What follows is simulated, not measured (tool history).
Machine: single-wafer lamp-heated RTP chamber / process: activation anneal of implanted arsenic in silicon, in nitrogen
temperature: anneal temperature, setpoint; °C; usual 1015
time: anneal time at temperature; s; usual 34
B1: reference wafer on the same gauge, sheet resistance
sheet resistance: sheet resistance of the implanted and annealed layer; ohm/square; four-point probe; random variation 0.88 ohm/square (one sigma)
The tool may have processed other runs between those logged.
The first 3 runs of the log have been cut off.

{"run": 4, "hour": 41.6, "temperature": 1015, "time": 34, "B1": 137.18, "sheet resistance": 150.23}
{"run": 5, "hour": 58.0, "temperature": 1015, "time": 34, "B1": 136.78, "sheet resistance": 152.3}
{"run": 6, "hour": 72.7, "temperature": 1015, "time": 34, "B1": 136.9, "sheet resistance": 151.14}
{"run": 7, "hour": 82.0, "temperature": 1015, "time": 34, "B1": 136.83, "sheet resistance": 151.4}
{"run": 8, "hour": 90.1, "temperature": 1015, "time": 34, "B1": 136.93, "sheet resistance": 150.65}
{"run": 9, "hour": 124.0, "temperature": 1015, "time": 34, "B1": 136.8, "sheet resistance": 151.96}
{"run": 10, "hour": 134.2, "temperature": 1015, "time": 34, "B1": 136.95, "sheet resistance": 151.71}
{"run": 11, "hour": 146.2, "temperature": 1015, "time": 34, "B1": 136.76, "sheet resistance": 151.14}
{"run": 12, "hour": 157.4, "temperature": 1015, "time": 34, "B1": 136.66, "sheet resistance": 151.48}
{"run": 13, "hour": 165.1, "temperature": 1015, "time": 27, "B1": 136.93, "sheet resistance": 154.66}
{"hour": 178.1, "done": "pyrometer window cleaned and pyrometer calibrated"}
{"run": 14, "hour": 195.2, "temperature": 999, "time": 34, "B1": 136.91, "sheet resistance": 158.05}
{"run": 15, "hour": 211.3, "temperature": 999, "time": 34, "B1": 136.85, "sheet resistance": 156.3}
{"hour": 211.6, "done": "gauge calibrated"}
{"run": 16, "hour": 217.9, "temperature": 999, "time": 34, "B1": 136.86, "sheet resistance": 157.14}
{"run": 17, "hour": 234.7, "temperature": 1015, "time": 34, "B1": 137.06, "sheet resistance": 151.26}
{"run": 18, "hour": 243.3, "temperature": 1015, "time": 34, "B1": 136.8, "sheet resistance": 149.69}
{"run": 19, "hour": 260.6, "temperature": 986, "time": 47, "B1": 136.9, "sheet resistance": 158.78}
{"run": 20, "hour": 273.7, "temperature": 999, "time": 34, "B1": 136.99, "sheet resistance": 157.03}
{"run": 21, "hour": 283.8, "temperature": 1036, "time": 25, "B1": 136.97, "sheet resistance": 148.12}
{"run": 22, "hour": 320.1, "temperature": 1003, "time": 18, "B1": 136.67, "sheet resistance": 163.33}

What does the tool deliver on the next run?
{"run": 23, "hour": 334.9, "temperature": 1023, "time": 16, "B1": "?", "sheet resistance": "?"}

{"run 23": {"B1": 137.12, "sheet resistance": 157.11}}
If the tool had no hidden condition, the same run with the same run-to-run variation would have returned sheet resistance 157.11 ohm/square.
